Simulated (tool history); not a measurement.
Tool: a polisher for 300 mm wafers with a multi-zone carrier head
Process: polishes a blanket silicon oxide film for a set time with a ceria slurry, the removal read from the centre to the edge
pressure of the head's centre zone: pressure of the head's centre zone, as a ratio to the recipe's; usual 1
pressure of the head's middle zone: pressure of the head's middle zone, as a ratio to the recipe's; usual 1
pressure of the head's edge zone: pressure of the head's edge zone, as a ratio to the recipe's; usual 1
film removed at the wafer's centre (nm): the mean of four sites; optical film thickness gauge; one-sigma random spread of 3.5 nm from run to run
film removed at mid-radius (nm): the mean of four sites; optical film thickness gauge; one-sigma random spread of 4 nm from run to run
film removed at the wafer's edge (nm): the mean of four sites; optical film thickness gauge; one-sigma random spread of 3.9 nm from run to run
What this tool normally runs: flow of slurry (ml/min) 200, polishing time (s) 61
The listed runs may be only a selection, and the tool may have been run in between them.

run,hour,flow of slurry (ml/min),pressure of the head's centre zone,pressure of the head's middle zone,pressure of the head's edge zone,polishing time (s),wafers since the last listed run,wafers polished on this pad,hours since the slurry nozzle was cleaned,hours since the centre zone pressure was calibrated,hours since the edge zone pressure was calibrated,hours since the carrier head's membrane was replaced,"incoming thickness of the incoming film, nm",film removed at the wafer's centre (nm),film removed at mid-radius (nm),film removed at the wafer's edge (nm)
1,0,200,1,1,1,61,0,942,67.4,319.1,367.3,1090.9,1694.3,249.3,258.4,251.6
2,31.2,200,1,1,1,61,240,1182,98.6,350.3,398.5,1122.1,1654.3,238.4,248.7,243.6
# hour 49.4: worn pad replaced by a new one
3,63.6,200,1,1,1,61,219,109,131,382.7,430.9,1154.5,1686.4,257.1,269.2,262.6
4,87.4,160,1,1,1,61,183,293,154.8,406.5,454.7,1178.3,1648.6,248.7,252.5,250.8
5,119.5,145,1,1.09,1,61,247,540,186.9,438.6,486.8,1210.4,1649.5,231.1,264.4,249
# hour 126.9: centre zone pressure recalibrated
6,147.1,200,1,1,1,61,197,738,214.5,20.2,514.4,1238,1674.5,247.6,255.3,251
7,178.7,200,1,1,1,61,243,981,246.1,51.8,546,1269.6,1673,237.1,246.7,245.6
# hour 187.3: slurry nozzle cleaned
# hour 187.5: edge zone pressure recalibrated
8,209.5,200,1,1,1,61,227,1209,22.2,82.6,22,1300.4,1695.5,245,243.5,240.6
# hour 229.9: worn pad replaced by a new one
9,243.5,200,1,1.09,1,79,231,104,56.2,116.6,56,1334.4,1689.7,353.5,394.6,339.6
10,267.6,200,1,1,1,61,185,290,80.3,140.7,80.1,1358.5,1688.2,261.2,276.5,264.7
11,299.3,165,1,1,0.91,69,244,535,112,172.4,111.8,1390.2,1665.1,275,291.3,269.4
12,317.5,265,1.11,1.1,1,81,140,675,130.2,190.6,130,1408.4,1680.9,386.7,390.9,346.9
# hour 334.3: carrier head's membrane replaced by a new one
13,350.2,135,1.09,1,1,48,213,889,162.9,223.3,162.7,15.9,1699.5,189,181.7,182.8
# hour 369.7: worn pad replaced by a new one
14,370.2,200,1,0.92,1,61,123,3,182.9,243.3,182.7,35.9,1692.7,264.1,250.2,266.3
15,387,200,1,1,1,61,129,133,199.7,260.1,199.5,52.7,1681.5,260.3,269.1,266.7
16,450.5,200,1,1,1,61,489,623,263.2,323.6,263,116.2,1665.7,254.3,268.3,258.9
# hour 479: slurry nozzle cleaned
17,484.3,130,1.08,0.88,0.96,61,252,876,5.3,357.4,296.8,150,1708.1,259.7,224.5,238.2
18,513.5,200,1,0.88,1.05,72,225,1101,34.5,386.6,326,179.2,1681.8,287.3,270.7,299.5
19,540,200,1,1,1.06,49,204,1305,61,413.1,352.5,205.7,1714.7,191.1,192.5,194.9
# hour 557.4: worn pad replaced by a new one
20,558.4,200,1,1,1.03,61,111,7,79.4,431.5,370.9,224.1,1682.8,266.8,276.3,268.6
21,583.9,200,1,1.12,1,72,196,204,104.9,457,396.4,249.6,1680.1,311.3,362.6,313
22,597.5,200,1,1,1,54,104,309,118.5,470.6,410,263.2,1717.3,233.8,242.6,230.3
# hour 609: edge zone pressure recalibrated
23,617.3,225,0.93,1,1,61,137,446,138.3,490.4,8.3,283,1656.7,250.6,274.5,258.1

Across each entry between runs, compare the hidden state at the last listed run before it with the hidden state at the first listed run after it:
Run 2 -> run 3: worn pad replaced by a new one (hour 49.4)
  removal rate lost through wear of the pad, %: 11.2 -> 1.87; slurry flow missing at the pad, %: 24 -> 27.3
  measured less the result without the state, film removed at the wafer's centre (nm): -43 -> -20; film removed at mid-radius (nm): -43.4 -> -19.2; film removed at the wafer's edge (nm): -39.2 -> -14.9
Run 5 -> run 6: centre zone pressure recalibrated (hour 126.9)
  removal rate lost through wear of the pad, %: 3.96 -> 6.02; slurry flow missing at the pad, %: 30.8 -> 31.9
  measured less the result without the state, film removed at the wafer's centre (nm): -32 -> -34.8; film removed at mid-radius (nm): -33.4 -> -33.7; film removed at the wafer's edge (nm): -25 -> -28.4
Run 7 -> run 8: slurry nozzle cleaned (hour 187.3); edge zone pressure recalibrated (hour 187.5)
  removal rate lost through wear of the pad, %: 9.2 -> 13.2; slurry flow missing at the pad, %: 32.8 -> 7.88
  measured less the result without the state, film removed at the wafer's centre (nm): -43.5 -> -40.8; film removed at mid-radius (nm): -43.1 -> -40.2; film removed at the wafer's edge (nm): -37.9 -> -38.9
Run 8 -> run 9: worn pad replaced by a new one (hour 229.9)
  removal rate lost through wear of the pad, %: 13.2 -> 2.09; slurry flow missing at the pad, %: 7.88 -> 15.9
  measured less the result without the state, film removed at the wafer's centre (nm): -40.8 -> -18; film removed at mid-radius (nm): -40.2 -> -18.8; film removed at the wafer's edge (nm): -38.9 -> -13.9
Run 12 -> run 13: carrier head's membrane replaced by a new one (hour 334.3)
  removal rate lost through wear of the pad, %: 5.42 -> 8.44; slurry flow missing at the pad, %: 25.7 -> 28
  measured less the result without the state, film removed at the wafer's centre (nm): -38.6 -> -35.4; film removed at mid-radius (nm): -37.3 -> -31.9; film removed at the wafer's edge (nm): -29.8 -> -27.3
Run 13 -> run 14: worn pad replaced by a new one (hour 369.7)
  removal rate lost through wear of the pad, %: 8.44 -> 0.915; slurry flow missing at the pad, %: 28 -> 29.1
  measured less the result without the state, film removed at the wafer's centre (nm): -35.4 -> -19.2; film removed at mid-radius (nm): -31.9 -> -16.4; film removed at the wafer's edge (nm): -27.3 -> -13.4
Run 16 -> run 17: slurry nozzle cleaned (hour 479)
  removal rate lost through wear of the pad, %: 3.81 -> 6.75; slurry flow missing at the pad, %: 31.6 -> 2.9
  measured less the result without the state, film removed at the wafer's centre (nm): -28.8 -> -20.6; film removed at mid-radius (nm): -28.2 -> -17.7; film removed at the wafer's edge (nm): -22.5 -> -18.3
Run 19 -> run 20: worn pad replaced by a new one (hour 557.4)
  removal rate lost through wear of the pad, %: 13.8 -> 1.36; slurry flow missing at the pad, %: 17.1 -> 20.1
  measured less the result without the state, film removed at the wafer's centre (nm): -37.5 -> -14.1; film removed at mid-radius (nm): -37 -> -13.4; film removed at the wafer's edge (nm): -35.9 -> -10.6
Run 22 -> run 23: edge zone pressure recalibrated (hour 609)
  removal rate lost through wear of the pad, %: 2.07 -> 2.95; slurry flow missing at the pad, %: 24.9 -> 26.6
  measured less the result without the state, film removed at the wafer's centre (nm): -17 -> -20.4; film removed at mid-radius (nm): -16.4 -> -20.8; film removed at the wafer's edge (nm): -12.6 -> -16.5

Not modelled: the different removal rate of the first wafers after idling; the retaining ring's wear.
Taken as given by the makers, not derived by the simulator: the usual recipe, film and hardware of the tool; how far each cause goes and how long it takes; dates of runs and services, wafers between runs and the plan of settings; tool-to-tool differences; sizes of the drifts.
